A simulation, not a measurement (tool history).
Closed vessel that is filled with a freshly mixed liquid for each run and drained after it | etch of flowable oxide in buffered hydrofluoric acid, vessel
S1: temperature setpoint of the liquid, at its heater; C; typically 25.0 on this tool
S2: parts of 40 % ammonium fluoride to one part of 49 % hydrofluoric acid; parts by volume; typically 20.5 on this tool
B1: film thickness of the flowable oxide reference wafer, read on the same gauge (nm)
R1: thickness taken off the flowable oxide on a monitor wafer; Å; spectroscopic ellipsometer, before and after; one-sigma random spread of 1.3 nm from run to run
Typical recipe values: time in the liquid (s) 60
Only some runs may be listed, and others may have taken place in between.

run 1 hour=0.0 | S1=26.0 S2=20.5 time_in_the_liquid_(s)=60 | B1=119.97 | R1=1543.2
run 2 hour=10.1 | S1=26.0 S2=20.5 time_in_the_liquid_(s)=60 | B1=120.00 | R1=1553.5
run 3 hour=22.5 | S1=25.0 S2=24.0 time_in_the_liquid_(s)=70 | B1=120.01 | R1=1550.0
run 4 hour=33.9 | S1=25.0 S2=20.5 time_in_the_liquid_(s)=60 | B1=119.99 | R1=1488.0
run 5 hour=50.5 | S1=25.0 S2=20.5 time_in_the_liquid_(s)=60 | B1=119.96 | R1=1473.8
run 6 hour=65.8 | S1=25.0 S2=20.5 time_in_the_liquid_(s)=60 | B1=119.98 | R1=1494.8
run 7 hour=73.4 | S1=25.0 S2=20.5 time_in_the_liquid_(s)=60 | B1=120.01 | R1=1474.9
run 8 hour=87.2 | S1=25.0 S2=20.5 time_in_the_liquid_(s)=45 | B1=120.00 | R1=1110.4
run 9 hour=97.4 | S1=25.0 S2=20.5 time_in_the_liquid_(s)=45 | B1=120.00 | R1=1114.3
run 10 hour=107.2 | S1=25.0 S2=20.5 time_in_the_liquid_(s)=60 | B1=120.01 | R1=1485.3
run 11 hour=119.2 | S1=25.0 S2=20.5 time_in_the_liquid_(s)=60 | B1=119.99 | R1=1465.9
run 12 hour=127.5 | S1=25.0 S2=20.5 time_in_the_liquid_(s)=60 | B1=119.97 | R1=1472.3
run 13 hour=140.6 | S1=25.0 S2=20.5 time_in_the_liquid_(s)=80 | B1=120.00 | R1=1977.2
run 14 hour=152.1 | S1=25.0 S2=20.5 time_in_the_liquid_(s)=60 | B1=120.01 | R1=1471.0
run 15 hour=162.6 | S1=25.0 S2=13.0 time_in_the_liquid_(s)=30 | B1=119.97 | R1=1148.3
-- hour=167.9 thermometer replaced
run 16 hour=168.9 | S1=22.0 S2=20.5 time_in_the_liquid_(s)=80 | B1=119.98 | R1=1691.6
run 17 hour=176.7 | S1=25.0 S2=20.5 time_in_the_liquid_(s)=60 | B1=120.00 | R1=1507.7
run 18 hour=189.3 | S1=25.0 S2=20.5 time_in_the_liquid_(s)=60 | B1=119.99 | R1=1468.8
-- hour=189.9 gauge calibrated
-- hour=203.4 hydrofluoric acid flow meter replaced
run 19 hour=206.0 | S1=30.0 S2=15.0 time_in_the_liquid_(s)=35 | B1=120.01 | R1=1530.7
run 20 hour=216.3 | S1=25.0 S2=20.5 time_in_the_liquid_(s)=60 | B1=120.00 | R1=1470.9
run 21 hour=222.5 | S1=29.5 S2=24.0 time_in_the_liquid_(s)=60 | B1=119.97 | R1=1695.1
run 22 hour=237.4 | S1=20.5 S2=27.0 time_in_the_liquid_(s)=60 | B1=119.99 | R1=958.0
run 23 hour=249.3 | S1=28.5 S2=26.0 time_in_the_liquid_(s)=90 | B1=119.99 | R1=2268.1
run 24 hour=259.3 | S1=21.5 S2=24.0 time_in_the_liquid_(s)=60 | B1=120.01 | R1=1110.9
run 25 hour=268.0 | S1=25.0 S2=17.5 time_in_the_liquid_(s)=45 | B1=120.02 | R1=1287.4
run 26 hour=280.0 | S1=28.0 S2=24.5 time_in_the_liquid_(s)=60 | B1=120.01 | R1=1522.6

Below are 4 alternative next runs, each starting from the tool's condition after run 26. Predict each:
run A hour=280.7 | S1=21.5 S2=20.5 time_in_the_liquid_(s)=60 | B1=? | R1=?
run B hour=280.7 | S1=25.0 S2=20.5 time_in_the_liquid_(s)=90 | B1=? | R1=?
run C hour=280.7 | S1=25.0 S2=16.5 time_in_the_liquid_(s)=75 | B1=? | R1=?
run D hour=280.7 | S1=25.0 S2=22.5 time_in_the_liquid_(s)=85 | B1=? | R1=?

run=A B1=119.99 R1=1214.5
run=B B1=119.99 R1=2208.7
run=C B1=119.99 R1=2262.7
run=D B1=119.99 R1=1956.7
Without the tool's unlogged condition, the same runs would have read:
run=A R1=1214.5
run=B R1=2208.7
run=C R1=2262.7
run=D R1=1956.7
